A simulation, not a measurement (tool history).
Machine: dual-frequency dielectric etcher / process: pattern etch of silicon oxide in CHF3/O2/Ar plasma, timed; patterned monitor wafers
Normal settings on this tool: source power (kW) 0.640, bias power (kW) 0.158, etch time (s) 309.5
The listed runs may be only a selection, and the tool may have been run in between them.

run	hour	source power (kW)	bias power (kW)	etch time (s)	read-back reference wafer on the same gauge, depth_nm	mean etch depth across the wafer (nm)
1	0.0	0.520	0.158	309.5	520.3	588.6
2	98.3	0.520	0.158	309.5	520.4	591.5
3	162.0	0.520	0.158	309.5	519.3	592.8
4	202.5	0.640	0.158	309.5	519.6	622.5
5	243.1	0.640	0.158	309.5	520.6	624.7
6	296.4	0.640	0.158	309.5	520.2	634.4
7	384.1	0.640	0.158	309.5	520.6	631.1
# hour 411.2: wet clean of the chamber
8	464.7	0.640	0.158	309.5	519.7	575.3
9	552.7	0.640	0.158	309.5	520.2	568.2
10	625.0	0.640	0.158	309.5	519.8	573.3
# hour 662.0: wet clean of the chamber, repeated, since the last time left the tool worse
11	668.0	0.640	0.158	309.5	521.2	615.7
12	716.1	0.640	0.158	339.5	520.0	677.3
13	755.8	0.640	0.158	339.5	519.7	673.8
# hour 762.8: source power generator calibrated
14	810.3	0.500	0.181	378.5	519.8	765.8
15	867.4	0.510	0.146	222.0	519.9	414.2
# hour 913.0: gauge calibrated
# hour 938.5: bias power generator calibrated
16	958.9	0.520	0.192	309.5	519.5	651.2
17	1004.9	0.640	0.189	309.5	519.3	663.8
18	1043.9	0.770	0.133	239.0	519.2	474.9
# hour 1115.3: wet clean of the chamber
19	1138.2	0.700	0.178	386.0	520.3	793.5
20	1187.0	0.700	0.158	309.5	520.3	617.5
21	1253.0	0.640	0.189	386.0	520.4	816.2
22	1309.5	0.640	0.158	309.5	519.5	609.7
# hour 1335.7: upper electrode replaced
23	1384.2	0.640	0.182	309.5	519.0	647.0
24	1446.2	0.690	0.148	234.5	519.7	462.8
25	1492.3	0.640	0.158	244.5	519.1	491.6
# hour 1562.6: wet clean of the chamber
26	1566.2	0.640	0.158	309.5	520.1	615.3
27	1882.8	0.640	0.185	338.5	519.9	730.5

Subtracting, for every run, the result it would have given without the tool's unlogged condition from the measured result gives the following. The same run-to-run variation enters both numbers; the gauge's scatter may not:
Hidden state present: etch rate over this chamber's usual, %; source power that arrives over what is set, %; bias power that arrives over what is set, %; gauge reads high (%).
run	mean etch depth across the wafer (nm)
1	+6.3
2	+11.3
3	+14.4
4	+17.2
5	+19.3
6	+22.4
7	+26.8
8	-39.8
9	-34.4
10	-30.7
11	+2.9
12	+5.9
13	+8.2
14	+12.9
15	+8.9
16	+18.9
17	+21.8
18	+17.1
19	+0.4
20	+3.0
21	+8.5
22	+9.2
23	+13.9
24	+12.3
25	+14.9
26	+2.7
27	+22.6

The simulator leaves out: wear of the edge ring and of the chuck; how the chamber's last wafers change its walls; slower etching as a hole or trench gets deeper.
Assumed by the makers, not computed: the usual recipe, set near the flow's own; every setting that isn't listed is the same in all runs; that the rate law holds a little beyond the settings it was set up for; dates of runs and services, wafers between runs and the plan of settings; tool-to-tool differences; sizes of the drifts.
